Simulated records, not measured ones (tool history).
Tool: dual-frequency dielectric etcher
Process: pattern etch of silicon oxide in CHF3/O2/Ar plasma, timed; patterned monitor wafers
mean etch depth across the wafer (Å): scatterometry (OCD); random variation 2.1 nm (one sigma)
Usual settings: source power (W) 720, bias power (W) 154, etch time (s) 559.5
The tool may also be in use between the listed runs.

run,hour,source power (W),bias power (W),etch time (s),"read-back reference wafer on the same gauge, depth_nm",mean etch depth across the wafer (Å)
1,0,720,154,559.5,990,10373
# hour 76.1: wet clean of the chamber
2,76.6,720,154,559.5,990.5,10366
3,124.2,720,154,559.5,989.8,10420
4,225.7,720,154,559.5,990.2,10365
# hour 240: bias power generator calibrated
5,273.4,720,154,559.5,990.4,10375
6,347.9,720,175,512,989.3,9875
7,425.2,720,175,512,990.5,9846
8,465.7,720,154,559.5,989.7,10365
9,565.5,720,154,559.5,990.2,10370
# hour 711.9: gauge calibrated
# hour 772.3: wet clean of the chamber
# hour 809.3: upper electrode replaced
10,809.8,720,154,392,989.7,7262
11,866.6,720,175,512,990.5,9926
12,943.9,900,139,559.5,989.7,11499
# hour 1017.7: source power generator calibrated
13,1031.2,720,175,512,990.1,9609
14,1138.5,720,175,512,990,9621
15,1205.8,560,131,635.5,989.3,9253
16,1286.8,810,138,673,990.1,12685
# hour 1368.4: wet clean of the chamber
17,1368.9,800,138,406,990.1,7607
18,1412.6,790,174,624.5,989.8,12486
19,1485,720,154,492,990.3,8909
20,1547.4,720,154,704,988.9,12801
21,1612.2,720,154,559.5,990,10222
22,1707,880,154,451,990.5,9260
23,1786.5,540,154,559.5,990.5,8408
24,1892.5,720,154,559.5,990.4,10205
25,1986.1,790,116,442,990.3,7901
# hour 2045.1: wet clean of the chamber
26,2072.7,660,180,412.5,989.8,7531
27,2156.7,720,188,559.5,990.3,10931
28,2196.6,870,179,668,989.8,14369
29,2303.8,790,135,444.5,989.3,8311

Forecast each of these 4 alternatives for the next run:
A,2304.4,720,154,559.5,?,?
B,2304.4,900,169,559.5,?,?
C,2304.4,780,154,559.5,?,?
D,2304.4,550,137,500.5,?,?

run,"read-back reference wafer on the same gauge, depth_nm",mean etch depth across the wafer (Å)
A,989.8,10295
B,989.8,12066
C,989.8,10808
D,989.8,7396
Without the tool's hidden state the same runs would have given:
run,mean etch depth across the wafer (Å)
A,10109
B,11848
C,10613
D,7264
